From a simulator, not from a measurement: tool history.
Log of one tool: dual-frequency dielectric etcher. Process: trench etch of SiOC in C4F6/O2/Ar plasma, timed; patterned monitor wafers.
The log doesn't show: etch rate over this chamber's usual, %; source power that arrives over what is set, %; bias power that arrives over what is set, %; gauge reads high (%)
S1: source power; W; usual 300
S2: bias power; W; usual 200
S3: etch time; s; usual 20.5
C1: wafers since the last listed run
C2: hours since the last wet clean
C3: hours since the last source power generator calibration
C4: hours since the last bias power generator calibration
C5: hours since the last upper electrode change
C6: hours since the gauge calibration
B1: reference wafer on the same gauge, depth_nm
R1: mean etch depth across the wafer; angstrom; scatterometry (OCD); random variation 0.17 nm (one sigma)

run 1 hour=0 | S1=300 S2=200 S3=22 | C1=0 C2=413.7 C3=1624.1 C4=3364.1 C5=2993.4 C6=1110.8 | B1=38.2 | R1=427.7
-- hour=27.6 wet clean of the chamber
run 2 hour=36.3 | S1=300 S2=200 S3=22 | C1=174 C2=8.7 C3=1660.4 C4=3400.4 C5=3029.7 C6=1147.1 | B1=38.21 | R1=428.5
run 3 hour=65.2 | S1=300 S2=200 S3=22 | C1=409 C2=37.6 C3=1689.3 C4=3429.3 C5=3058.6 C6=1176 | B1=38.14 | R1=425.5
-- hour=104.6 source power generator calibrated
run 4 hour=116.8 | S1=300 S2=200 S3=25.5 | C1=674 C2=89.2 C3=12.2 C4=3480.9 C5=3110.2 C6=1227.6 | B1=38.28 | R1=502.8
run 5 hour=179.3 | S1=300 S2=200 S3=25.5 | C1=885 C2=151.7 C3=74.7 C4=3543.4 C5=3172.7 C6=1290.1 | B1=38.22 | R1=499.3
run 6 hour=209.1 | S1=300 S2=200 S3=25.5 | C1=422 C2=181.5 C3=104.5 C4=3573.2 C5=3202.5 C6=1319.9 | B1=38.22 | R1=501
run 7 hour=250.9 | S1=300 S2=200 S3=20.5 | C1=592 C2=223.3 C3=146.3 C4=3615 C5=3244.3 C6=1361.7 | B1=38.2 | R1=400.6
run 8 hour=300.1 | S1=300 S2=200 S3=20.5 | C1=697 C2=272.5 C3=195.5 C4=3664.2 C5=3293.5 C6=1410.9 | B1=38.21 | R1=401.1
run 9 hour=328.2 | S1=300 S2=200 S3=20.5 | C1=398 C2=300.6 C3=223.6 C4=3692.3 C5=3321.6 C6=1439 | B1=38.16 | R1=404.1
run 10 hour=400.2 | S1=230 S2=218 S3=16.5 | C1=1020 C2=372.6 C3=295.6 C4=3764.3 C5=3393.6 C6=1511 | B1=38.25 | R1=305.4
run 11 hour=427.8 | S1=350 S2=200 S3=20.5 | C1=391 C2=400.2 C3=323.2 C4=3791.9 C5=3421.2 C6=1538.6 | B1=38.16 | R1=428
-- hour=484.8 wet clean of the chamber
run 12 hour=489.4 | S1=350 S2=200 S3=20.5 | C1=532 C2=4.6 C3=384.8 C4=3853.5 C5=3482.8 C6=1600.2 | B1=38.2 | R1=425.3
run 13 hour=526.2 | S1=300 S2=200 S3=20.5 | C1=521 C2=41.4 C3=421.6 C4=3890.3 C5=3519.6 C6=1637 | B1=38.2 | R1=399.3
run 14 hour=555 | S1=330 S2=235 S3=19 | C1=408 C2=70.2 C3=450.4 C4=3919.1 C5=3548.4 C6=1665.8 | B1=38.17 | R1=423.2
run 15 hour=620.3 | S1=260 S2=179 S3=17 | C1=925 C2=135.5 C3=515.7 C4=3984.4 C5=3613.7 C6=1731.1 | B1=38.2 | R1=297
run 16 hour=658.5 | S1=230 S2=156 S3=16.5 | C1=541 C2=173.7 C3=553.9 C4=4022.6 C5=3651.9 C6=1769.3 | B1=38.2 | R1=252.4
run 17 hour=728.2 | S1=370 S2=162 S3=18.5 | C1=987 C2=243.4 C3=623.6 C4=4092.3 C5=3721.6 C6=1839 | B1=38.22 | R1=350.8
-- hour=785.4 bias power generator calibrated
-- hour=875 upper electrode replaced
run 18 hour=912.4 | S1=300 S2=200 S3=18.5 | C1=2213 C2=427.6 C3=807.8 C4=127 C5=37.4 C6=2023.2 | B1=38.23 | R1=362.6
-- hour=938.2 gauge calibrated
run 19 hour=939.3 | S1=260 S2=247 S3=19 | C1=381 C2=454.5 C3=834.7 C4=153.9 C5=64.3 C6=1.1 | B1=38.2 | R1=392.3
-- hour=1018.1 wet clean of the chamber
run 20 hour=1018.6 | S1=300 S2=221 S3=20.5 | C1=783 C2=0.5 C3=914 C4=233.2 C5=143.6 C6=80.4 | B1=38.21 | R1=421.7
run 21 hour=1067.1 | S1=300 S2=161 S3=20.5 | C1=687 C2=49 C3=962.5 C4=281.7 C5=192.1 C6=128.9 | B1=38.21 | R1=355.2
run 22 hour=1138.8 | S1=300 S2=200 S3=17.5 | C1=1016 C2=120.7 C3=1034.2 C4=353.4 C5=263.8 C6=200.6 | B1=38.25 | R1=340.1
run 23 hour=1183.2 | S1=300 S2=200 S3=20.5 | C1=629 C2=165.1 C3=1078.6 C4=397.8 C5=308.2 C6=245 | B1=38.21 | R1=402.6
run 24 hour=1249.9 | S1=300 S2=200 S3=20.5 | C1=945 C2=231.8 C3=1145.3 C4=464.5 C5=374.9 C6=311.7 | B1=38.16 | R1=396.6
run 25 hour=1299.3 | S1=350 S2=246 S3=20.5 | C1=700 C2=281.2 C3=1194.7 C4=513.9 C5=424.3 C6=361.1 | B1=38.21 | R1=472.3
run 26 hour=1332.4 | S1=300 S2=200 S3=20.5 | C1=469 C2=314.3 C3=1227.8 C4=547 C5=457.4 C6=394.2 | B1=38.26 | R1=400
run 27 hour=1364.1 | S1=260 S2=200 S3=20.5 | C1=449 C2=346 C3=1259.5 C4=578.7 C5=489.1 C6=425.9 | B1=38.18 | R1=376.3
-- hour=1438.6 wet clean of the chamber
run 28 hour=1439.1 | S1=370 S2=154 S3=15 | C1=722 C2=0.5 C3=1334.5 C4=653.7 C5=564.1 C6=500.9 | B1=38.19 | R1=275.7
run 29 hour=1500.3 | S1=300 S2=200 S3=20.5 | C1=867 C2=61.7 C3=1395.7 C4=714.9 C5=625.3 C6=562.1 | B1=38.21 | R1=396.6
run 30 hour=1547.8 | S1=300 S2=200 S3=20.5 | C1=673 C2=109.2 C3=1443.2 C4=762.4 C5=672.8 C6=609.6 | B1=38.19 | R1=396.9

4 ways to go on from here, each from the tool as it stands after run 30. What would each give?
run A hour=1548.2 | S1=300 S2=200 S3=15.5 | C1=5 C2=109.6 C3=1443.6 C4=762.8 C5=673.2 C6=610 | B1=? | R1=?
run B hour=1548.2 | S1=300 S2=200 S3=26.5 | C1=5 C2=109.6 C3=1443.6 C4=762.8 C5=673.2 C6=610 | B1=? | R1=?
run C hour=1548.2 | S1=300 S2=216 S3=25.5 | C1=5 C2=109.6 C3=1443.6 C4=762.8 C5=673.2 C6=610 | B1=? | R1=?
run D hour=1548.2 | S1=260 S2=169 S3=20.5 | C1=5 C2=109.6 C3=1443.6 C4=762.8 C5=673.2 C6=610 | B1=? | R1=?

run=A B1=38.27 R1=299.8
run=B B1=38.27 R1=512.5
run=C B1=38.27 R1=513.5
run=D B1=38.27 R1=341.1
Without the tool's hidden state the same runs would have given:
run=A R1=304.6
run=B R1=520.9
run=C R1=521.8
run=D R1=346.7
